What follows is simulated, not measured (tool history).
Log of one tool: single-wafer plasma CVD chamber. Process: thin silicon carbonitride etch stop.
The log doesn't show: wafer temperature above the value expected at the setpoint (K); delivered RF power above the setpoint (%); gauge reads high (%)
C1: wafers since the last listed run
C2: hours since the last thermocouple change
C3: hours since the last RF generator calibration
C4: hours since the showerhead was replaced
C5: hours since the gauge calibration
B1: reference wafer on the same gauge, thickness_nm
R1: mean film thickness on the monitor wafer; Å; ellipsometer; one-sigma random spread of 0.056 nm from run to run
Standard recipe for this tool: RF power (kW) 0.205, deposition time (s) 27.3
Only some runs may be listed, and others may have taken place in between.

Run 1, hour 0.0: usual settings but RF power (kW) 0.240; C1 0; C2 1375.7; C3 541.7; C4 5648.9; C5 357.1; B1 17.906. Result: R1 172.72 Å.
Run 2, hour 65.2: usual settings but RF power (kW) 0.240; C1 1368; C2 1440.9; C3 606.9; C4 5714.1; C5 422.3; B1 17.902. Result: R1 172.10 Å.
Run 3, hour 110.0: usual settings but RF power (kW) 0.240; C1 940; C2 1485.7; C3 651.7; C4 5758.9; C5 467.1; B1 17.902. Result: R1 171.61 Å.
Run 4, hour 149.4: usual settings; C1 827; C2 1525.1; C3 691.1; C4 5798.3; C5 506.5; B1 17.892. Result: R1 161.79 Å.
Run 5, hour 181.8: usual settings; C1 680; C2 1557.5; C3 723.5; C4 5830.7; C5 538.9; B1 17.905. Result: R1 161.45 Å.
Run 6, hour 237.8: usual settings; C1 1175; C2 1613.5; C3 779.5; C4 5886.7; C5 594.9; B1 17.908. Result: R1 161.40 Å.
Run 7, hour 271.1: usual settings; C1 699; C2 1646.8; C3 812.8; C4 5920.0; C5 628.2; B1 17.898. Result: R1 161.12 Å.
At hour 317.5: thermocouple changed; heater temperature recalibrated.
Run 8, hour 318.0: usual settings; C1 816; C2 0.5; C3 859.7; C4 5966.9; C5 675.1; B1 17.896. Result: R1 161.04 Å.
Run 9, hour 339.7: usual settings; C1 455; C2 22.2; C3 881.4; C4 5988.6; C5 696.8; B1 17.904. Result: R1 160.90 Å.
Run 10, hour 410.6: usual settings but RF power (kW) 0.230, deposition time (s) 28.9; C1 1488; C2 93.1; C3 952.3; C4 6059.5; C5 767.7; B1 17.913. Result: R1 177.78 Å.
At hour 416.0: gauge calibrated.
Run 11, hour 457.9: usual settings but RF power (kW) 0.175, deposition time (s) 30.1; C1 993; C2 140.4; C3 999.6; C4 6106.8; C5 41.9; B1 17.895. Result: R1 167.64 Å.
Run 12, hour 484.6: usual settings but RF power (kW) 0.175, deposition time (s) 21.9; C1 560; C2 167.1; C3 1026.3; C4 6133.5; C5 68.6; B1 17.896. Result: R1 121.80 Å.
Run 13, hour 525.8: usual settings but RF power (kW) 0.190, deposition time (s) 29.9; C1 864; C2 208.3; C3 1067.5; C4 6174.7; C5 109.8; B1 17.892. Result: R1 170.81 Å.
Run 14, hour 565.8: usual settings; C1 839; C2 248.3; C3 1107.5; C4 6214.7; C5 149.8; B1 17.887. Result: R1 160.13 Å.
Run 15, hour 624.3: usual settings but RF power (kW) 0.245; C1 1228; C2 306.8; C3 1166.0; C4 6273.2; C5 208.3; B1 17.878. Result: R1 170.32 Å.
At hour 647.7: RF generator calibrated.
Run 16, hour 667.2: usual settings but RF power (kW) 0.170, deposition time (s) 31.6; C1 732; C2 349.7; C3 19.5; C4 6316.1; C5 251.2; B1 17.910. Result: R1 179.95 Å.
At hour 713.4: showerhead replaced.
Run 17, hour 728.1: usual settings; C1 1110; C2 410.6; C3 80.4; C4 14.7; C5 312.1; B1 17.894. Result: R1 164.55 Å.
Run 18, hour 791.2: usual settings but RF power (kW) 0.235, deposition time (s) 23.5; C1 1324; C2 473.7; C3 143.5; C4 77.8; C5 375.2; B1 17.903. Result: R1 147.81 Å.
Run 19, hour 844.2: usual settings but RF power (kW) 0.180; C1 1112; C2 526.7; C3 196.5; C4 130.8; C5 428.2; B1 17.885. Result: R1 157.12 Å.
Run 20, hour 895.8: usual settings but RF power (kW) 0.215, deposition time (s) 29.8; C1 1083; C2 578.3; C3 248.1; C4 182.4; C5 479.8; B1 17.903. Result: R1 183.11 Å.

Branching from run 20: 5 alternative next runs. What would each branch give?
Run A, hour 896.2: usual settings but RF power (kW) 0.195; C1 8; C2 578.7; C3 248.5; C4 182.8; C5 480.2; B1 ?. Result: R1 ?.
Run B, hour 896.2: usual settings but RF power (kW) 0.235, deposition time (s) 29.1; C1 8; C2 578.7; C3 248.5; C4 182.8; C5 480.2; B1 ?. Result: R1 ?.
Run C, hour 896.2: usual settings but RF power (kW) 0.225, deposition time (s) 23.4; C1 8; C2 578.7; C3 248.5; C4 182.8; C5 480.2; B1 ?. Result: R1 ?.
Run D, hour 896.2: usual settings but RF power (kW) 0.220, deposition time (s) 22.5; C1 8; C2 578.7; C3 248.5; C4 182.8; C5 480.2; B1 ?. Result: R1 ?.
Run E, hour 896.2: usual settings but RF power (kW) 0.225, deposition time (s) 24.3; C1 8; C2 578.7; C3 248.5; C4 182.8; C5 480.2; B1 ?. Result: R1 ?.

run      B1      R1
  A  17.915  161.91
  B  17.915  184.24
  C  17.915  145.94
  D  17.915  139.23
  E  17.915  151.55
Take away the tool's hidden state, keep each run's random variation, and the runs would have read:
run      R1
  A  163.08
  B  185.57
  C  146.99
  D  140.24
  E  152.64
